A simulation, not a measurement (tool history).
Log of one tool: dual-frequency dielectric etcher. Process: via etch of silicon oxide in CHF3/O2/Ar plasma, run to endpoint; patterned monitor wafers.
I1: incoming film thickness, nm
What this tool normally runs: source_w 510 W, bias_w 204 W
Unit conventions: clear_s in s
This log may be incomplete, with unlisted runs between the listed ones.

run 1 hour=0.0 | source_w=510 bias_w=204 | I1=549.1 | clear_s=293.5
run 2 hour=27.7 | source_w=510 bias_w=204 | I1=542.1 | clear_s=290.1
run 3 hour=61.6 | source_w=560 bias_w=181 | I1=547.3 | clear_s=293.7
run 4 hour=107.8 | source_w=560 bias_w=181 | I1=548.2 | clear_s=292.5
run 5 hour=172.3 | source_w=560 bias_w=181 | I1=545.4 | clear_s=290.6
run 6 hour=216.8 | source_w=510 bias_w=204 | I1=550.3 | clear_s=287.1
run 7 hour=243.6 | source_w=510 bias_w=204 | I1=548.7 | clear_s=287.4
run 8 hour=297.3 | source_w=510 bias_w=204 | I1=544.2 | clear_s=288.6
-- hour=347.3 wet clean of the chamber
run 9 hour=356.6 | source_w=510 bias_w=244 | I1=546.0 | clear_s=283.3
run 10 hour=397.5 | source_w=510 bias_w=244 | I1=546.7 | clear_s=282.8
run 11 hour=441.3 | source_w=510 bias_w=244 | I1=546.0 | clear_s=282.7
run 12 hour=487.4 | source_w=510 bias_w=191 | I1=551.8 | clear_s=305.4
run 13 hour=526.0 | source_w=510 bias_w=191 | I1=548.2 | clear_s=303.3
run 14 hour=577.3 | source_w=510 bias_w=191 | I1=550.6 | clear_s=303.9
run 15 hour=623.7 | source_w=510 bias_w=204 | I1=540.6 | clear_s=293.2
run 16 hour=680.1 | source_w=510 bias_w=204 | I1=542.6 | clear_s=296.1
run 17 hour=711.3 | source_w=510 bias_w=204 | I1=549.4 | clear_s=296.6
run 18 hour=748.5 | source_w=470 bias_w=204 | I1=543.0 | clear_s=299.4
run 19 hour=816.9 | source_w=390 bias_w=184 | I1=553.6 | clear_s=330.7
-- hour=864.5 upper electrode replaced, of another model than before
run 20 hour=865.0 | source_w=510 bias_w=191 | I1=541.2 | clear_s=293.1
-- hour=911.3 source power generator calibrated
run 21 hour=965.7 | source_w=430 bias_w=222 | I1=549.3 | clear_s=298.6
run 22 hour=1009.0 | source_w=510 bias_w=204 | I1=550.6 | clear_s=290.9
-- hour=1059.4 wet clean of the chamber
run 23 hour=1059.9 | source_w=510 bias_w=232 | I1=545.1 | clear_s=291.2
run 24 hour=1086.9 | source_w=630 bias_w=228 | I1=548.0 | clear_s=281.4
run 25 hour=1112.0 | source_w=440 bias_w=204 | I1=547.9 | clear_s=308.6
run 26 hour=1163.8 | source_w=430 bias_w=182 | I1=548.9 | clear_s=319.0
run 27 hour=1220.0 | source_w=390 bias_w=204 | I1=548.9 | clear_s=313.0
run 28 hour=1273.7 | source_w=510 bias_w=251 | I1=558.0 | clear_s=287.8
-- hour=1281.4 bias power generator calibrated
run 29 hour=1328.3 | source_w=600 bias_w=223 | I1=549.2 | clear_s=282.0
run 30 hour=1363.0 | source_w=510 bias_w=248 | I1=549.5 | clear_s=285.5
run 31 hour=1401.1 | source_w=560 bias_w=236 | I1=545.8 | clear_s=279.9
run 32 hour=1452.1 | source_w=470 bias_w=156 | I1=550.0 | clear_s=314.3
run 33 hour=1505.1 | source_w=400 bias_w=165 | I1=547.8 | clear_s=318.8
run 34 hour=1558.7 | source_w=510 bias_w=204 | I1=549.0 | clear_s=294.2

What will run 35 give?
-- hour=1632.3 wet clean of the chamber
run 35 hour=1632.8 | source_w=470 bias_w=231 | I1=546.4 | clear_s=?

Logged for run 35: clear_s 296.9 s.
Had the tool carried no hidden state, the very same run would have given clear_s 296.5 s.
